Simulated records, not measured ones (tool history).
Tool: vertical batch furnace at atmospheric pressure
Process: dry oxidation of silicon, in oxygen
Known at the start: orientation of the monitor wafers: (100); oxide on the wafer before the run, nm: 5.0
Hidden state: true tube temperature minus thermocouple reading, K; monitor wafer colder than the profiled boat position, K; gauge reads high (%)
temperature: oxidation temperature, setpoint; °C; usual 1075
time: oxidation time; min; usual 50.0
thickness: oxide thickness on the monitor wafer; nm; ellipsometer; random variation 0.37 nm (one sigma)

run	day	temperature	time	wafers since the last listed run	hours since the last temperature calibration	hours since the boat lift was adjusted	hours since the gauge calibration	read-back reference wafer on the same gauge, thickness	thickness
1	0.000	1089	33.5	0	3968.4	1028.3	702.4	96.10	70.07
2	3.817	1089	33.5	1365	4060.0	1119.9	794.0	96.18	69.93
3	5.758	1089	33.5	694	4106.6	1166.5	840.6	96.18	69.99
4	8.583	1095	59.0	1010	4174.4	1234.3	908.4	96.12	104.34
5	12.821	1095	59.0	1516	4276.1	1336.0	1010.1	96.28	102.22
6	15.088	1075	50.0	811	4330.5	1390.4	1064.5	96.22	79.38
# day 16.112: boat lift adjusted
7	18.608	1075	50.0	901	4415.0	59.9	1149.0	96.15	78.21
8	21.600	1075	58.5	1070	4486.8	131.7	1220.8	96.16	86.88
# day 23.629: gauge calibrated
9	24.683	1075	50.0	1103	4560.8	205.7	25.3	96.25	78.35
# day 27.958: boat lift adjusted, repeated, since the last time left the tool worse
10	29.025	1069	33.0	1195	4665.0	25.6	129.5	96.24	60.17
11	31.954	1053	34.5	1048	4735.3	95.9	199.8	96.30	54.39
# day 34.375: thermocouples replaced and temperature profile calibrated
12	34.896	1059	64.0	694	12.5	166.5	270.4	96.28	83.46
13	36.925	1094	67.0	726	61.2	215.2	319.1	96.18	112.53

The next listed run, before its measurement:
14	46.567	1095	30.0	3449	292.6	446.6	550.5	?	?

Run 14 gave read-back reference wafer on the same gauge, thickness 96.45, thickness 69.45 nm.
Without the tool's hidden state the same run would have given thickness 69.67 nm.
